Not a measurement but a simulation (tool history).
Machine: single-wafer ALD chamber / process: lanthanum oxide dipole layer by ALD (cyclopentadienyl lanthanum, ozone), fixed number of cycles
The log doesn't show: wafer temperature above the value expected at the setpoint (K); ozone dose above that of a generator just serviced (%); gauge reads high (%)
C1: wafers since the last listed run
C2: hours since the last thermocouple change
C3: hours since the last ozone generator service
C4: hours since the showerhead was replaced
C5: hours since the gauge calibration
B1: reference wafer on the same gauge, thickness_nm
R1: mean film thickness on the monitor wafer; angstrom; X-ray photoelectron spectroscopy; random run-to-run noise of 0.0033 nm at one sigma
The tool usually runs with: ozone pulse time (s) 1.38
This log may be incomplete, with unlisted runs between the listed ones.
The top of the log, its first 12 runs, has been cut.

Run 13, hour 378.3: usual settings; C1 783; C2 1895.7; C3 1241.2; C4 4135.6; C5 675.6; B1 0.617. Result: R1 5.65 angstrom.
Run 14, hour 402.7: usual settings but ozone pulse time (s) 1.08; C1 600; C2 1920.1; C3 1265.6; C4 4160; C5 700; B1 0.618. Result: R1 5.25 angstrom.
At hour 408.8: gauge calibrated.
At hour 415.2: thermocouple changed; heater temperature recalibrated.
Run 15, hour 417.1: usual settings but ozone pulse time (s) 1.08; C1 157; C2 1.9; C3 1280; C4 4174.4; C5 8.3; B1 0.632. Result: R1 5.42 angstrom.
Run 16, hour 430.1: usual settings but ozone pulse time (s) 1.08; C1 320; C2 14.9; C3 1293; C4 4187.4; C5 21.3; B1 0.632. Result: R1 5.34 angstrom.
Run 17, hour 442.8: usual settings but ozone pulse time (s) 1.08; C1 312; C2 27.6; C3 1305.7; C4 4200.1; C5 34; B1 0.632. Result: R1 5.32 angstrom.
Run 18, hour 477.2: usual settings but ozone pulse time (s) 0.89; C1 847; C2 62; C3 1340.1; C4 4234.5; C5 68.4; B1 0.628. Result: R1 4.92 angstrom.
At hour 500.7: ozone generator serviced.
Run 19, hour 501.2: usual settings; C1 394; C2 86; C3 0.5; C4 4258.5; C5 92.4; B1 0.627. Result: R1 5.78 angstrom.
Run 20, hour 529.9: usual settings; C1 706; C2 114.7; C3 29.2; C4 4287.2; C5 121.1; B1 0.625. Result: R1 5.75 angstrom.
Run 21, hour 553.5: usual settings but ozone pulse time (s) 1.61; C1 581; C2 138.3; C3 52.8; C4 4310.8; C5 144.7; B1 0.625. Result: R1 5.85 angstrom.
Run 22, hour 574.8: usual settings but ozone pulse time (s) 1.73; C1 524; C2 159.6; C3 74.1; C4 4332.1; C5 166; B1 0.623. Result: R1 5.87 angstrom.
Run 23, hour 600: usual settings; C1 620; C2 184.8; C3 99.3; C4 4357.3; C5 191.2; B1 0.623. Result: R1 5.69 angstrom.
At hour 629: showerhead replaced.
Run 24, hour 629.5: usual settings; C1 529; C2 214.3; C3 128.8; C4 0.5; C5 220.7; B1 0.623. Result: R1 5.69 angstrom.
Run 25, hour 668.7: usual settings but ozone pulse time (s) 1.56; C1 965; C2 253.5; C3 168; C4 39.7; C5 259.9; B1 0.621. Result: R1 5.82 angstrom.
Run 26, hour 691.8: usual settings but ozone pulse time (s) 0.88; C1 568; C2 276.6; C3 191.1; C4 62.8; C5 283; B1 0.62. Result: R1 4.77 angstrom.
Run 27, hour 724.8: usual settings but ozone pulse time (s) 1; C1 812; C2 309.6; C3 224.1; C4 95.8; C5 316; B1 0.62. Result: R1 5.09 angstrom.
Run 28, hour 758.4: usual settings; C1 827; C2 343.2; C3 257.7; C4 129.4; C5 349.6; B1 0.619. Result: R1 5.7 angstrom.
Run 29, hour 817.3: usual settings but ozone pulse time (s) 1.74; C1 1450; C2 402.1; C3 316.6; C4 188.3; C5 408.5; B1 0.617. Result: R1 5.89 angstrom.
Run 30, hour 841.1: usual settings but ozone pulse time (s) 1.76; C1 586; C2 425.9; C3 340.4; C4 212.1; C5 432.3; B1 0.617. Result: R1 5.91 angstrom.
Run 31, hour 874.9: usual settings but ozone pulse time (s) 1.63; C1 832; C2 459.7; C3 374.2; C4 245.9; C5 466.1; B1 0.617. Result: R1 5.82 angstrom.
Run 32, hour 889.4: usual settings but ozone pulse time (s) 1.13; C1 357; C2 474.2; C3 388.7; C4 260.4; C5 480.6; B1 0.617. Result: R1 5.33 angstrom.
Run 33, hour 925.3: usual settings but ozone pulse time (s) 1.82; C1 884; C2 510.1; C3 424.6; C4 296.3; C5 516.5; B1 0.618. Result: R1 5.95 angstrom.

Forecast each of these 3 alternatives for the next run:
Run A, hour 925.7: usual settings; C1 9; C2 510.5; C3 425; C4 296.7; C5 516.9; B1 ?. Result: R1 ?.
Run B, hour 925.7: usual settings but ozone pulse time (s) 1.87; C1 9; C2 510.5; C3 425; C4 296.7; C5 516.9; B1 ?. Result: R1 ?.
Run C, hour 925.7: usual settings but ozone pulse time (s) 1.21; C1 9; C2 510.5; C3 425; C4 296.7; C5 516.9; B1 ?. Result: R1 ?.

run     B1    R1
  A  0.618  5.64
  B  0.618   5.9
  C  0.618  5.45
With no hidden state in the tool, these same runs would have given:
run    R1
  A   5.8
  B  6.06
  C   5.6
